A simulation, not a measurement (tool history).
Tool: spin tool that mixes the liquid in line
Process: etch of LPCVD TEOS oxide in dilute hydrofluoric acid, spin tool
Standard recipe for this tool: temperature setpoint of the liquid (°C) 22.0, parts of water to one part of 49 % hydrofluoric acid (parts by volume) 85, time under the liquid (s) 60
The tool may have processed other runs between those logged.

run,hour,temperature setpoint of the liquid (°C),parts of water to one part of 49 % hydrofluoric acid (parts by volume),time under the liquid (s),wafers since the last listed run,hours since the thermometer was replaced,hours since the hydrofluoric acid flow meter was replaced,hours since the gauge calibration,"read-back film thickness of the LPCVD TEOS oxide reference wafer, read on the same gauge (nm)",thickness taken off the LPCVD TEOS oxide on a monitor wafer (angstrom)
1,0.0,22.0,85,60,0,375.8,960.4,77.7,99.98,229.2
2,29.9,22.0,85,60,440,405.7,990.3,107.6,100.01,227.5
3,55.9,22.0,85,60,383,431.7,1016.3,133.6,99.99,227.7
4,73.7,22.0,85,60,262,449.5,1034.1,151.4,100.00,228.7
# hour 96.2: hydrofluoric acid flow meter replaced
5,180.8,22.0,85,40,1564,556.6,84.6,258.5,100.02,151.9
6,213.4,22.0,85,40,480,589.2,117.2,291.1,100.00,150.8
7,241.3,22.0,85,40,411,617.1,145.1,319.0,100.01,154.1
8,263.6,22.0,85,60,328,639.4,167.4,341.3,100.02,225.7
9,279.5,24.5,85,60,234,655.3,183.3,357.2,99.99,251.2
10,298.0,24.5,85,60,272,673.8,201.8,375.7,100.01,252.4
11,322.0,22.0,85,60,353,697.8,225.8,399.7,100.01,223.6
12,335.7,22.0,85,60,201,711.5,239.5,413.4,100.02,228.2
13,350.8,22.0,85,60,222,726.6,254.6,428.5,99.99,227.0
14,363.6,19.0,85,45,188,739.4,267.4,441.3,100.01,151.2
15,398.1,26.0,65,70,508,773.9,301.9,475.8,100.00,420.9
16,427.6,20.0,85,60,434,803.4,331.4,505.3,99.99,207.5
17,440.3,22.0,85,80,187,816.1,344.1,518.0,100.00,300.5
18,470.9,22.0,100,60,451,846.7,374.7,548.6,100.00,191.4
# hour 508.0: thermometer replaced
19,517.5,24.5,70,35,672,9.5,421.3,595.2,99.99,183.3
# hour 566.7: gauge calibrated
20,603.0,20.5,65,35,1260,95.0,506.8,36.3,99.99,165.7
21,621.5,25.0,85,60,272,113.5,525.3,54.8,100.02,257.8
22,723.6,19.5,85,80,1505,215.6,627.4,156.9,99.99,272.1
23,749.1,24.0,85,60,375,241.1,652.9,182.4,100.00,243.3
24,773.0,22.0,85,45,352,265.0,676.8,206.3,100.03,170.5
25,787.0,22.0,85,60,206,279.0,690.8,220.3,100.01,227.9
26,817.3,23.5,60,30,446,309.3,721.1,250.6,100.01,176.0
27,840.1,22.0,85,85,336,332.1,743.9,273.4,100.01,318.2
28,874.7,17.5,115,50,510,366.7,778.5,308.0,99.99,111.1
29,902.8,27.0,105,85,414,394.8,806.6,336.1,100.00,308.1
30,937.4,22.0,85,60,510,429.4,841.2,370.7,100.01,225.7
31,965.1,22.0,85,60,408,457.1,868.9,398.4,100.01,223.6
# hour 982.3: hydrofluoric acid flow meter replaced
32,988.0,18.5,55,25,322,480.0,5.7,421.3,99.99,131.5
33,1004.1,22.0,85,90,237,496.1,21.8,437.4,100.02,337.4

Alternative continuations, all from the tool just after run 33; predict every row:
A,1004.5,22.0,85,60,5,496.5,22.2,437.8,?,?
B,1004.5,24.0,120,70,5,496.5,22.2,437.8,?,?
C,1004.5,17.5,100,45,5,496.5,22.2,437.8,?,?
D,1004.5,19.5,120,90,5,496.5,22.2,437.8,?,?

run,"read-back film thickness of the LPCVD TEOS oxide reference wafer, read on the same gauge (nm)",thickness taken off the LPCVD TEOS oxide on a monitor wafer (angstrom)
A,100.00,225.0
B,100.00,193.2
C,100.00,117.1
D,100.00,207.5
Had the tool no hidden state, the same runs would have come out as:
run,thickness taken off the LPCVD TEOS oxide on a monitor wafer (angstrom)
A,225.0
B,193.2
C,117.1
D,207.5

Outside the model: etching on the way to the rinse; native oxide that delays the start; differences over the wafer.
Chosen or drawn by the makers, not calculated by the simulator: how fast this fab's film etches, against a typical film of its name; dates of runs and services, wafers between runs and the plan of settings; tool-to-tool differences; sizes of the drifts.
